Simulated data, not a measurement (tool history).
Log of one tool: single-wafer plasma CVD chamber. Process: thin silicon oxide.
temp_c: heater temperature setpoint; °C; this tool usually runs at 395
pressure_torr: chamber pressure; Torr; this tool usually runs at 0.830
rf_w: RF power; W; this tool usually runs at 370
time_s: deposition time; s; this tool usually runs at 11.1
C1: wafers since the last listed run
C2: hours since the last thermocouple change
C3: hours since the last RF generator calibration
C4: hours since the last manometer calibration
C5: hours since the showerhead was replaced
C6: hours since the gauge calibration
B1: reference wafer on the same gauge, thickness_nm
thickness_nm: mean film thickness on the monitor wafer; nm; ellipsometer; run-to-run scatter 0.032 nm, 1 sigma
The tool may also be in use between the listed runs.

Run 1, hour 0.0: usual settings but rf_w 335 W; C1 0; C2 1866.1; C3 2474.2; C4 1114.9; C5 5601.4; C6 169.7; B1 22.400. Result: thickness_nm 21.222 nm.
Run 2, hour 7.0: usual settings; C1 200; C2 1873.1; C3 2481.2; C4 1121.9; C5 5608.4; C6 176.7; B1 22.392. Result: thickness_nm 22.025 nm.
Run 3, hour 13.6: usual settings; C1 188; C2 1879.7; C3 2487.8; C4 1128.5; C5 5615.0; C6 183.3; B1 22.388. Result: thickness_nm 22.027 nm.
Run 4, hour 22.8: usual settings; C1 263; C2 1888.9; C3 2497.0; C4 1137.7; C5 5624.2; C6 192.5; B1 22.394. Result: thickness_nm 22.003 nm.
Run 5, hour 34.7: usual settings but pressure_torr 0.757 Torr; C1 340; C2 1900.8; C3 2508.9; C4 1149.6; C5 5636.1; C6 204.4; B1 22.392. Result: thickness_nm 20.422 nm.
Run 6, hour 43.2: usual settings; C1 243; C2 1909.3; C3 2517.4; C4 1158.1; C5 5644.6; C6 212.9; B1 22.393. Result: thickness_nm 22.031 nm.
Run 7, hour 60.7: usual settings; C1 500; C2 1926.8; C3 2534.9; C4 1175.6; C5 5662.1; C6 230.4; B1 22.404. Result: thickness_nm 21.975 nm.
At hour 77.2: RF generator calibrated.
Run 8, hour 77.7: usual settings; C1 257; C2 1943.8; C3 0.5; C4 1192.6; C5 5679.1; C6 247.4; B1 22.405. Result: thickness_nm 21.971 nm.
At hour 97.8: showerhead replaced.
Run 9, hour 98.3: usual settings; C1 360; C2 1964.4; C3 21.1; C4 1213.2; C5 0.5; C6 268.0; B1 22.400. Result: thickness_nm 22.042 nm.
At hour 108.0: capacitance manometer re-zeroed and calibrated.
Run 10, hour 108.5: usual settings; C1 62; C2 1974.6; C3 31.3; C4 0.5; C5 10.7; C6 278.2; B1 22.400. Result: thickness_nm 21.078 nm.
At hour 112.6: gauge calibrated.
Run 11, hour 120.9: usual settings; C1 354; C2 1987.0; C3 43.7; C4 12.9; C5 23.1; C6 8.3; B1 22.398. Result: thickness_nm 21.053 nm.
Run 12, hour 134.5: usual settings but temp_c 385 °C, pressure_torr 0.953 Torr; C1 389; C2 2000.6; C3 57.3; C4 26.5; C5 36.7; C6 21.9; B1 22.399. Result: thickness_nm 23.705 nm.
Run 13, hour 143.8: usual settings but temp_c 405 °C; C1 266; C2 2009.9; C3 66.6; C4 35.8; C5 46.0; C6 31.2; B1 22.407. Result: thickness_nm 21.040 nm.
Run 14, hour 151.3: usual settings; C1 214; C2 2017.4; C3 74.1; C4 43.3; C5 53.5; C6 38.7; B1 22.390. Result: thickness_nm 21.201 nm.
Run 15, hour 167.0: usual settings but temp_c 383 °C, pressure_torr 0.696 Torr, time_s 9.6 s; C1 449; C2 2033.1; C3 89.8; C4 59.0; C5 69.2; C6 54.4; B1 22.399. Result: thickness_nm 15.851 nm.
At hour 177.4: thermocouple changed; heater temperature recalibrated.
Run 16, hour 182.0: usual settings; C1 200; C2 4.6; C3 104.8; C4 74.0; C5 84.2; C6 69.4; B1 22.402. Result: thickness_nm 21.264 nm.
Run 17, hour 195.0: usual settings but temp_c 382 °C, time_s 12.4 s; C1 372; C2 17.6; C3 117.8; C4 87.0; C5 97.2; C6 82.4; B1 22.407. Result: thickness_nm 23.968 nm.
Run 18, hour 201.1: usual settings but temp_c 387 °C, pressure_torr 0.742 Torr, rf_w 315 W, time_s 10.1 s; C1 174; C2 23.7; C3 123.9; C4 93.1; C5 103.3; C6 88.5; B1 22.402. Result: thickness_nm 16.642 nm.
Run 19, hour 214.0: usual settings but pressure_torr 0.889 Torr; C1 369; C2 36.6; C3 136.8; C4 106.0; C5 116.2; C6 101.4; B1 22.401. Result: thickness_nm 22.479 nm.
Run 20, hour 229.9: usual settings; C1 455; C2 52.5; C3 152.7; C4 121.9; C5 132.1; C6 117.3; B1 22.405. Result: thickness_nm 21.355 nm.
Run 21, hour 246.4: usual settings but temp_c 406 °C, pressure_torr 0.897 Torr, time_s 9.5 s; C1 472; C2 69.0; C3 169.2; C4 138.4; C5 148.6; C6 133.8; B1 22.400. Result: thickness_nm 19.294 nm.

Branching from run 21: 5 alternative next runs. What would each branch give?
Run A, hour 246.8: usual settings; C1 11; C2 69.4; C3 169.6; C4 138.8; C5 149.0; C6 134.2; B1 ?. Result: thickness_nm ?.
Run B, hour 246.8: usual settings but temp_c 407 °C, pressure_torr 0.695 Torr, rf_w 340 W, time_s 9.4 s; C1 11; C2 69.4; C3 169.6; C4 138.8; C5 149.0; C6 134.2; B1 ?. Result: thickness_nm ?.
Run C, hour 246.8: usual settings but pressure_torr 1.019 Torr, time_s 10.4 s; C1 11; C2 69.4; C3 169.6; C4 138.8; C5 149.0; C6 134.2; B1 ?. Result: thickness_nm ?.
Run D, hour 246.8: usual settings but temp_c 400 °C, pressure_torr 0.910 Torr, rf_w 415 W; C1 11; C2 69.4; C3 169.6; C4 138.8; C5 149.0; C6 134.2; B1 ?. Result: thickness_nm ?.
Run E, hour 246.8: usual settings but temp_c 384 °C, pressure_torr 0.771 Torr, rf_w 405 W, time_s 12.6 s; C1 11; C2 69.4; C3 169.6; C4 138.8; C5 149.0; C6 134.2; B1 ?. Result: thickness_nm ?.

run      B1  thickness_nm
  A  22.395        21.401
  B  22.395        14.943
  C  22.395        23.365
  D  22.395        23.861
  E  22.395        23.716
The same runs, with their run-to-run variation unchanged, on a tool lacking any hidden condition would have given:
run  thickness_nm
  A        21.236
  B        14.802
  C        23.223
  D        23.677
  E        23.510

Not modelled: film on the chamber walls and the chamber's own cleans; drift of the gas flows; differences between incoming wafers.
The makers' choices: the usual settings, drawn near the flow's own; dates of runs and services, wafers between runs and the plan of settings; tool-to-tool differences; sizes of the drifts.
